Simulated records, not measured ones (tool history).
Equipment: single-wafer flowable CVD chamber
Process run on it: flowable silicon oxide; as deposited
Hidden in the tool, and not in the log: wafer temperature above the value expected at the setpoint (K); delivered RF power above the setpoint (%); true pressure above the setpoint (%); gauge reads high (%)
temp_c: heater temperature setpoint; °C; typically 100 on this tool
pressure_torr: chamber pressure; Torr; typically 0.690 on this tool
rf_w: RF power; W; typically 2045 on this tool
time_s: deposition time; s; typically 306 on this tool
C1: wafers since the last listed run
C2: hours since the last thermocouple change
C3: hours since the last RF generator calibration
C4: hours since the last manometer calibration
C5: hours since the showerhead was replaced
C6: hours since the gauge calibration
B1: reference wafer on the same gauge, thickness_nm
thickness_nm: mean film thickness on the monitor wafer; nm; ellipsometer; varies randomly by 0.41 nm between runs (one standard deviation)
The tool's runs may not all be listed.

Run 1, day 0.000: usual settings but time_s 343 s; C1 0; C2 1537.6; C3 1512.8; C4 1204.4; C5 6370.7; C6 313.6; B1 186.724. Result: thickness_nm 175.239 nm.
Run 2, day 0.883: usual settings but pressure_torr 0.580 Torr; C1 142; C2 1558.8; C3 1534.0; C4 1225.6; C5 6391.9; C6 334.8; B1 186.925. Result: thickness_nm 132.685 nm.
Run 3, day 1.671: usual settings but pressure_torr 0.617 Torr, time_s 328 s; C1 126; C2 1577.7; C3 1552.9; C4 1244.5; C5 6410.8; C6 353.7; B1 187.120. Result: thickness_nm 150.753 nm.
Run 4, day 2.988: usual settings; C1 211; C2 1609.3; C3 1584.5; C4 1276.1; C5 6442.4; C6 385.3; B1 187.467. Result: thickness_nm 156.733 nm.
Run 5, day 3.700: usual settings but rf_w 2165 W; C1 114; C2 1626.4; C3 1601.6; C4 1293.2; C5 6459.5; C6 402.4; B1 187.440. Result: thickness_nm 159.983 nm.
Run 6, day 4.442: usual settings but rf_w 2165 W; C1 119; C2 1644.2; C3 1619.4; C4 1311.0; C5 6477.3; C6 420.2; B1 187.628. Result: thickness_nm 159.969 nm.
Run 7, day 5.312: usual settings but temp_c 105 °C; C1 140; C2 1665.1; C3 1640.3; C4 1331.9; C5 6498.2; C6 441.1; B1 187.921. Result: thickness_nm 129.984 nm.
Run 8, day 5.842: usual settings but temp_c 105 °C; C1 85; C2 1677.8; C3 1653.0; C4 1344.6; C5 6510.9; C6 453.8; B1 188.015. Result: thickness_nm 130.066 nm.
At day 6.254: showerhead replaced.
At day 7.296: capacitance manometer re-zeroed and calibrated.
Run 9, day 7.317: usual settings but temp_c 105 °C; C1 130; C2 1713.2; C3 1688.4; C4 0.5; C5 25.5; C6 489.2; B1 188.054. Result: thickness_nm 130.189 nm.
Run 10, day 8.146: usual settings; C1 133; C2 1733.1; C3 1708.3; C4 20.4; C5 45.4; C6 509.1; B1 188.416. Result: thickness_nm 158.126 nm.
At day 8.612: RF generator calibrated.
Run 11, day 9.358: usual settings; C1 141; C2 1762.2; C3 17.9; C4 49.5; C5 74.5; C6 538.2; B1 188.632. Result: thickness_nm 158.717 nm.
Run 12, day 10.704: usual settings; C1 216; C2 1794.5; C3 50.2; C4 81.8; C5 106.8; C6 570.5; B1 189.116. Result: thickness_nm 159.015 nm.
At day 11.621: gauge calibrated.
Run 13, day 11.642: usual settings but temp_c 85 °C, rf_w 2370 W; C1 150; C2 1817.0; C3 72.7; C4 104.3; C5 129.3; C6 0.5; B1 186.815. Result: thickness_nm 280.058 nm.
Run 14, day 13.021: usual settings but rf_w 2300 W; C1 221; C2 1850.1; C3 105.8; C4 137.4; C5 162.4; C6 33.6; B1 186.701. Result: thickness_nm 161.662 nm.
Run 15, day 14.479: usual settings; C1 234; C2 1885.1; C3 140.8; C4 172.4; C5 197.4; C6 68.6; B1 186.520. Result: thickness_nm 156.815 nm.
Run 16, day 15.738: usual settings; C1 202; C2 1915.3; C3 171.0; C4 202.6; C5 227.6; C6 98.8; B1 186.852. Result: thickness_nm 156.281 nm.
Run 17, day 16.688: usual settings but pressure_torr 0.549 Torr, time_s 345 s; C1 152; C2 1938.1; C3 193.8; C4 225.4; C5 250.4; C6 121.6; B1 186.776. Result: thickness_nm 141.003 nm.
At day 17.325: thermocouple changed; heater temperature recalibrated.
Run 18, day 17.633: usual settings; C1 98; C2 7.4; C3 216.5; C4 248.1; C5 273.1; C6 144.3; B1 186.845. Result: thickness_nm 157.012 nm.
Run 19, day 18.525: usual settings; C1 143; C2 28.8; C3 237.9; C4 269.5; C5 294.5; C6 165.7; B1 186.775. Result: thickness_nm 157.203 nm.
Run 20, day 19.800: usual settings but pressure_torr 0.592 Torr; C1 205; C2 59.4; C3 268.5; C4 300.1; C5 325.1; C6 196.3; B1 186.845. Result: thickness_nm 135.331 nm.
Run 21, day 20.746: usual settings; C1 152; C2 82.1; C3 291.2; C4 322.8; C5 347.8; C6 219.0; B1 187.117. Result: thickness_nm 156.698 nm.
Run 22, day 21.675: usual settings but temp_c 114 °C, rf_w 2325 W, time_s 263 s; C1 149; C2 104.4; C3 313.5; C4 345.1; C5 370.1; C6 241.3; B1 187.147. Result: thickness_nm 83.089 nm.
Run 23, day 22.975: usual settings but temp_c 112 °C, rf_w 2305 W, time_s 355 s; C1 209; C2 135.6; C3 344.7; C4 376.3; C5 401.3; C6 272.5; B1 187.392. Result: thickness_nm 120.243 nm.
Run 24, day 24.258: usual settings but rf_w 2210 W; C1 206; C2 166.4; C3 375.5; C4 407.1; C5 432.1; C6 303.3; B1 187.497. Result: thickness_nm 160.192 nm.
Run 25, day 25.475: usual settings; C1 195; C2 195.6; C3 404.7; C4 436.3; C5 461.3; C6 332.5; B1 187.600. Result: thickness_nm 157.011 nm.
Run 26, day 26.712: usual settings but temp_c 106 °C, pressure_torr 0.594 Torr, rf_w 2210 W, time_s 275 s; C1 199; C2 225.3; C3 434.4; C4 466.0; C5 491.0; C6 362.2; B1 188.128. Result: thickness_nm 99.485 nm.
Run 27, day 27.954: usual settings but pressure_torr 0.632 Torr, time_s 268 s; C1 199; C2 255.1; C3 464.2; C4 495.8; C5 520.8; C6 392.0; B1 188.133. Result: thickness_nm 126.455 nm.
Run 28, day 28.983: usual settings; C1 165; C2 279.8; C3 488.9; C4 520.5; C5 545.5; C6 416.7; B1 188.433. Result: thickness_nm 157.731 nm.
Run 29, day 29.938: usual settings but pressure_torr 0.846 Torr, rf_w 1685 W; C1 153; C2 302.7; C3 511.8; C4 543.4; C5 568.4; C6 439.6; B1 188.550. Result: thickness_nm 176.312 nm.

Describe how what the log doesn't record of the tool's condition differs between the last listed run preceding each entry between runs and the first listed run following it.
Run 8 -> run 9: showerhead replaced (day 6.254); capacitance manometer re-zeroed and calibrated (day 7.296)
  gauge reads high (%): 1.04 -> 1.22
  measured value less the no-hidden-state value, thickness_nm: +1.333 -> +1.566 nm
Run 10 -> run 11: RF generator calibrated (day 8.612)
  gauge reads high (%): 1.33 -> 1.49
  measured value less the no-hidden-state value, thickness_nm: +2.069 -> +2.334 nm
Run 12 -> run 13: gauge calibrated (day 11.621)
  gauge reads high (%): 1.69 -> 0.334
  measured value less the no-hidden-state value, thickness_nm: +2.639 -> +0.933 nm
Run 17 -> run 18: thermocouple changed; heater temperature recalibrated (day 17.325)
  gauge reads high (%): 0.415 -> 0.448
  measured value less the no-hidden-state value, thickness_nm: +0.582 -> +0.700 nm
